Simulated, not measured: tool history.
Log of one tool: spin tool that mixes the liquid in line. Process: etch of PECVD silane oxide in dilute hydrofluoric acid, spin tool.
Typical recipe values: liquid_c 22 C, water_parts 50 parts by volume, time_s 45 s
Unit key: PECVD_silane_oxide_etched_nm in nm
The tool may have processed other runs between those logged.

| run | hour | liquid_c | water_parts | time_s | wafers since the last listed run | hours since the thermometer was replaced | hours since the hydrofluoric acid flow meter was replaced | hours since the gauge calibration | read-back film thickness of the PECVD silane oxide reference wafer, read on the same gauge (nm) | PECVD_silane_oxide_etched_nm |
|---|---|---|---|---|---|---|---|---|---|---|
| 1 | 0 | 22 | 50 | 45 | 0 | 2634.4 | 519.2 | 130 | 59.99 | 14.68 |
| 2 | 9.2 | 22 | 35 | 45 | 176 | 2643.6 | 528.4 | 139.2 | 59.99 | 21.34 |
| 3 | 16 | 22 | 35 | 45 | 130 | 2650.4 | 535.2 | 146 | 60.02 | 21.2 |
| 4 | 24.6 | 22 | 50 | 55 | 164 | 2659 | 543.8 | 154.6 | 59.99 | 17.71 |
|  | 26.7 | gauge calibrated |
| 5 | 33 | 22 | 50 | 55 | 160 | 2667.4 | 552.2 | 6.3 | 60 | 17.8 |
| 6 | 42.5 | 22 | 50 | 35 | 181 | 2676.9 | 561.7 | 15.8 | 60.01 | 11.53 |
| 7 | 60.3 | 22 | 50 | 35 | 340 | 2694.7 | 579.5 | 33.6 | 60.01 | 11.45 |
| 8 | 69.6 | 22 | 50 | 35 | 178 | 2704 | 588.8 | 42.9 | 60.01 | 11.47 |
| 9 | 77.7 | 22 | 50 | 45 | 155 | 2712.1 | 596.9 | 51 | 59.99 | 14.8 |
|  | 90.5 | hydrofluoric acid flow meter replaced |
| 10 | 92.5 | 22 | 50 | 45 | 264 | 2726.9 | 2 | 65.8 | 60.04 | 13.02 |
| 11 | 109.2 | 22 | 50 | 45 | 319 | 2743.6 | 18.7 | 82.5 | 59.98 | 13.03 |
| 12 | 116.6 | 23.5 | 25 | 45 | 141 | 2751 | 26.1 | 89.9 | 60 | 28.53 |
| 13 | 131.7 | 26 | 75 | 55 | 289 | 2766.1 | 41.2 | 105 | 59.99 | 12.1 |
| 14 | 137.9 | 17.5 | 50 | 70 | 118 | 2772.3 | 47.4 | 111.2 | 59.95 | 16.8 |
| 15 | 145.8 | 20 | 50 | 65 | 151 | 2780.2 | 55.3 | 119.1 | 60.01 | 17.51 |
|  | 157 | thermometer replaced |
| 16 | 157.8 | 22 | 50 | 45 | 210 | 0.8 | 67.3 | 131.1 | 59.99 | 13.16 |
| 17 | 169.2 | 20 | 50 | 65 | 218 | 12.2 | 78.7 | 142.5 | 60 | 17.61 |
|  | 174.2 | gauge calibrated |
| 18 | 177.7 | 22 | 50 | 45 | 162 | 20.7 | 87.2 | 3.5 | 60.02 | 13.33 |

Expected results for the next run?
| 19 | 184 | 26.5 | 40 | 35 | 120 | 27 | 93.5 | 9.8 | ? | ? |

Run 19 came out at read-back film thickness of the PECVD silane oxide reference wafer, read on the same gauge (nm) 60.02, PECVD_silane_oxide_etched_nm 15.81 nm.
With no hidden state in the tool, this same run would have given PECVD_silane_oxide_etched_nm 15.44 nm.
